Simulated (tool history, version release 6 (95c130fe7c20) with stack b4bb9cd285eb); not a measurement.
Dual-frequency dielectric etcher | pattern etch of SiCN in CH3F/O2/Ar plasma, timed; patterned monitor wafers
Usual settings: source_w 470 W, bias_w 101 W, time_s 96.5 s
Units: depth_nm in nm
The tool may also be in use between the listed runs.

run    hour  source_w  bias_w  time_s  wafers since the last listed run  hours since the last wet clean  hours since the last source power generator calibration  hours since the last bias power generator calibration  hours since the last upper electrode change  hours since the gauge calibration  read-back reference wafer on the same gauge, depth_nm  depth_nm
  1     0.0       470     101    96.5                                 0                            81.1                                                   4021.7                                                 3023.1                                       3882.7                             2027.2                                                  36.62     39.83
  2    81.4       470     101    96.5                               653                           162.5                                                   4103.1                                                 3104.5                                       3964.1                             2108.6                                                  36.63     39.29
  3   186.2       470     101    96.5                               841                           267.3                                                   4207.9                                                 3209.3                                       4068.9                             2213.4                                                  36.58     38.76
  4   242.1       470     101    96.5                               448                           323.2                                                   4263.8                                                 3265.2                                       4124.8                             2269.3                                                  36.63     38.70
  5   299.5       470     101    96.5                               460                           380.6                                                   4321.2                                                 3322.6                                       4182.2                             2326.7                                                  36.65     38.58
  6   372.0       470     114    96.5                               582                           453.1                                                   4393.7                                                 3395.1                                       4254.7                             2399.2                                                  36.63     39.80
  7   431.6       470     114    96.5                               478                           512.7                                                   4453.3                                                 3454.7                                       4314.3                             2458.8                                                  36.62     39.28
  8   513.3       470     101    96.5                               656                           594.4                                                   4535.0                                                 3536.4                                       4396.0                             2540.5                                                  36.61     37.69
      566.4  -- bias power generator calibrated
  9   594.1       470     101    96.5                               616                           675.2                                                   4615.8                                                   27.7                                       4476.8                             2621.3                                                  36.56     37.66
      671.8  -- wet clean of the chamber
 10   735.3       470     101    90.5                               941                            63.5                                                   4757.0                                                  168.9                                       4618.0                             2762.5                                                  36.50     37.39
 11   782.6       470     101    90.5                               379                           110.8                                                   4804.3                                                  216.2                                       4665.3                             2809.8                                                  36.62     37.39
 12   847.2       470     101    90.5                               518                           175.4                                                   4868.9                                                  280.8                                       4729.9                             2874.4                                                  36.50     36.92
      861.7  -- gauge calibrated
      943.9  -- source power generator calibrated
     1020.0  -- upper electrode replaced
 13  1116.6       470     101    96.5                              1938                           444.8                                                    172.7                                                  550.2                                         96.6                              254.9                                                  36.50     38.87
 14  1183.1       470     101    96.5                               533                           511.3                                                    239.2                                                  616.7                                        163.1                              321.4                                                  36.61     38.41
 15  1219.2       470      80    96.5                               289                           547.4                                                    275.3                                                  652.8                                        199.2                              357.5                                                  36.60     35.81
 16  1327.2       370     101    78.0                               867                           655.4                                                    383.3                                                  760.8                                        307.2                              465.5                                                  36.55     28.74
     1411.3  -- wet clean of the chamber
 17  1416.3       470     101    96.5                               522                             5.0                                                    472.4                                                  849.9                                        396.3                              554.6                                                  36.56     40.81
 18  1657.6       470     101   121.0                              1937                           246.3                                                    713.7                                                 1091.2                                        637.6                              795.9                                                  36.65     49.48
 19  1932.7       470      80    96.5                              2209                           521.4                                                    988.8                                                 1366.3                                        912.7                             1071.0                                                  36.65     36.63
     2019.3  -- wet clean of the chamber
 20  2032.8       370      89    83.0                               611                            13.5                                                   1088.9                                                 1466.4                                       1012.8                             1171.1                                                  36.63     31.06
 21  2317.2       570     126   112.5                              2283                           297.9                                                   1373.3                                                 1750.8                                       1297.2                             1455.5                                                  36.59     50.23

Forecast run 22:
 22  2353.7       470     101    96.5                               293                           334.4                                                   1409.8                                                 1787.3                                       1333.7                             1492.0                                                      ?         ?

read-back reference wafer on the same gauge, depth_nm: 36.62
depth_nm: 38.84 nm
Without the tool's hidden state the same run would have given depth_nm 39.99 nm.
